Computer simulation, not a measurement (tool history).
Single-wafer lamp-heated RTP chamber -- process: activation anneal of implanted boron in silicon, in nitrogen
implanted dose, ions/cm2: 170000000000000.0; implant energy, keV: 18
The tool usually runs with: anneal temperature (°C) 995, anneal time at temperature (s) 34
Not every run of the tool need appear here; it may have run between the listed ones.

run	hour	anneal temperature (°C)	anneal time at temperature (s)	wafers since the last listed run	wafers since the last pyrometer calibration	wafers since the reflector plate was cleaned	hours since the gauge calibration	read-back reference wafer on the same gauge, sheet resistance	sheet resistance of the implanted and annealed layer (ohm/square)
1	0	995	34	0	2472	4618	416.8	414.47	491.58
# hour 16.5: reflector plate cleaned
2	17	995	34	69	2541	3	433.8	414.4	491.71
# hour 28.1: gauge calibrated
3	42.5	995	34	196	2738	200	14.4	416.92	495.48
4	62.8	1007	34	156	2895	357	34.7	416.61	491.54
5	85.1	1007	34	172	3067	529	57	416.33	491.56
6	139.1	995	34	416	3484	946	111	415.72	492.94
7	155.4	983	34	125	3609	1072	127.3	415.51	496.03
8	174.1	983	34	144	3754	1216	146	415.45	496.19
9	204.1	972	34	231	3985	1447	176	415.06	504
10	238.8	972	34	267	4253	1715	210.7	414.43	502.99
11	311.1	972	34	558	4811	2273	283	413.74	501.25
12	336.6	995	34	196	5008	2470	308.5	413.26	490.16
13	349.2	995	34	97	5105	2567	321.1	413.19	490.54
14	380.3	995	34	240	5345	2807	352.2	413.01	489.58
15	423.7	995	22	334	5680	3142	395.6	412.52	491.21
16	452.5	995	34	222	5903	3365	424.4	412.11	489.86
17	483.5	1016	34	239	6142	3604	455.4	411.9	485.38
18	500.4	985	34	130	6272	3734	472.3	411.89	491.59
19	517.3	1020	15	130	6403	3865	489.2	411.28	485.74
# hour 528: gauge calibrated
# hour 540.9: reflector plate cleaned
20	541.4	981	49	124	6527	3	13.4	418.26	498.58
21	564	995	34	174	6701	178	36	417.73	495.5
# hour 585.7: pyrometer window cleaned and pyrometer calibrated
22	595.3	1009	21	179	73	358	67.3	417.38	495.24
23	620.7	986	34	196	270	554	92.7	417.15	496.96
24	655.1	995	34	265	535	819	127.1	416.84	494.24
25	689.2	1015	34	263	798	1083	161.2	416.62	490.17
26	719.4	1025	40	233	1031	1316	191.4	416.33	489.97
27	736.2	984	34	129	1161	1445	208.2	416.06	496.51
28	765.9	975	53	229	1390	1675	237.9	415.51	500.02
29	778.9	1009	16	100	1491	1775	250.9	415.48	492.54

For each run, what was the tool's unlogged condition?
true wafer temperature minus pyrometer reading, K: 0 on each run
wafer temperature error from the tarnished reflector plate, K: 0 on each run
H1: gauge reads high (%)
run	H1
1	-0.819
2	-0.865
3	-0.288
4	-0.342
5	-0.402
6	-0.548
7	-0.592
8	-0.642
9	-0.723
10	-0.817
11	-1.01
12	-1.08
13	-1.11
14	-1.2
15	-1.31
16	-1.39
17	-1.48
18	-1.52
19	-1.57
20	0.0333
21	-0.0276
22	-0.112
23	-0.18
24	-0.273
25	-0.365
26	-0.446
27	-0.492
28	-0.572
29	-0.607
